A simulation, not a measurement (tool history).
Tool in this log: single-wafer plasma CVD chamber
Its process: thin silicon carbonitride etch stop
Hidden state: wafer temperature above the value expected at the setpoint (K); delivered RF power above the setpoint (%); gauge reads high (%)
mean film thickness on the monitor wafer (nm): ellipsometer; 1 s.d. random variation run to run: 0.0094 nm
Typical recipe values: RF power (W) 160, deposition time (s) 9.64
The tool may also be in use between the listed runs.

run   hour  RF power (W)  deposition time (s)  wafers since the last listed run  hours since the last thermocouple change  hours since the last RF generator calibration  hours since the showerhead was replaced  hours since the gauge calibration  read-back reference wafer on the same gauge, thickness_nm  mean film thickness on the monitor wafer (nm)
  1    0.0           160                 9.64                                 0                                    1613.5                                         1466.7                                   4279.7                              176.0                                                      5.890                                          4.912
  2   28.6           160                 9.64                               759                                    1642.1                                         1495.3                                   4308.3                              204.6                                                      5.891                                          4.921
  3   50.1           160                 9.64                               571                                    1663.6                                         1516.8                                   4329.8                              226.1                                                      5.893                                          4.921
  4   74.1           170                 8.89                               637                                    1687.6                                         1540.8                                   4353.8                              250.1                                                      5.889                                          4.631
  5   92.2           170                 8.89                               480                                    1705.7                                         1558.9                                   4371.9                              268.2                                                      5.890                                          4.627
  6  108.9           170                 8.89                               443                                    1722.4                                         1575.6                                   4388.6                              284.9                                                      5.891                                          4.642
  7  140.4           170                 8.75                               836                                    1753.9                                         1607.1                                   4420.1                              316.4                                                      5.892                                          4.565
  8  152.8           170                 8.75                               329                                    1766.3                                         1619.5                                   4432.5                              328.8                                                      5.893                                          4.565
  9  170.5           170                 8.75                               470                                    1784.0                                         1637.2                                   4450.2                              346.5                                                      5.890                                          4.545
     209.0  -- RF generator calibrated
 10  209.5           175                 9.64                               823                                    1823.0                                            0.5                                   4489.2                              385.5                                                      5.891                                          5.004
     225.6  -- thermocouple changed; heater temperature recalibrated
 11  226.1           160                 9.64                               228                                       0.5                                           17.1                                   4505.8                              402.1                                                      5.892                                          4.848
 12  257.1           160                 9.64                               823                                      31.5                                           48.1                                   4536.8                              433.1                                                      5.889                                          4.842
     290.7  -- RF generator calibrated, repeated, since the last time left the tool worse
 13  291.2           180                10.37                               693                                      65.6                                            0.5                                   4570.9                              467.2                                                      5.891                                          5.608
 14  313.2           130                 7.88                               584                                      87.6                                           22.5                                   4592.9                              489.2                                                      5.890                                          3.812
 15  340.5           160                10.16                               725                                     114.9                                           49.8                                   4620.2                              516.5                                                      5.890                                          5.295
     359.0  -- gauge calibrated
 16  375.0           130                 9.64                               916                                     149.4                                           84.3                                   4654.7                               16.0                                                      5.890                                          4.663
 17  410.4           160                 9.15                               940                                     184.8                                          119.7                                   4690.1                               51.4                                                      5.893                                          4.754
 18  422.7           170                 9.64                               326                                     197.1                                          132.0                                   4702.4                               63.7                                                      5.891                                          5.091
     438.9  -- showerhead replaced
 19  451.2           135                10.36                               544                                     225.6                                          160.5                                     12.3                               92.2                                                      5.888                                          5.043
 20  465.4           160                 9.64                               377                                     239.8                                          174.7                                     26.5                              106.4                                                      5.892                                          5.021
 21  486.4           160                 9.64                               557                                     260.8                                          195.7                                     47.5                              127.4                                                      5.891                                          5.005
 22  550.0           190                 8.27                              1689                                     324.4                                          259.3                                    111.1                              191.0                                                      5.891                                          4.535
 23  575.0           130                 8.19                               664                                     349.4                                          284.3                                    136.1                              216.0                                                      5.895                                          3.932

Forecast each of these 4 alternatives for the next run:
  A  575.4           185                 9.64                                10                                     349.8                                          284.7                                    136.5                              216.4                                                          ?                                              ?
  B  575.4           135                 8.85                                10                                     349.8                                          284.7                                    136.5                              216.4                                                          ?                                              ?
  C  575.4           135                 8.93                                10                                     349.8                                          284.7                                    136.5                              216.4                                                          ?                                              ?
  D  575.4           160                 8.29                                10                                     349.8                                          284.7                                    136.5                              216.4                                                          ?                                              ?

run  read-back reference wafer on the same gauge, thickness_nm  mean film thickness on the monitor wafer (nm)
  A                                                      5.888                                          5.249
  B                                                      5.888                                          4.313
  C                                                      5.888                                          4.352
  D                                                      5.888                                          4.292
What these runs would have given with no unlogged condition in the tool:
run  mean film thickness on the monitor wafer (nm)
  A                                          5.300
  B                                          4.355
  C                                          4.394
  D                                          4.334
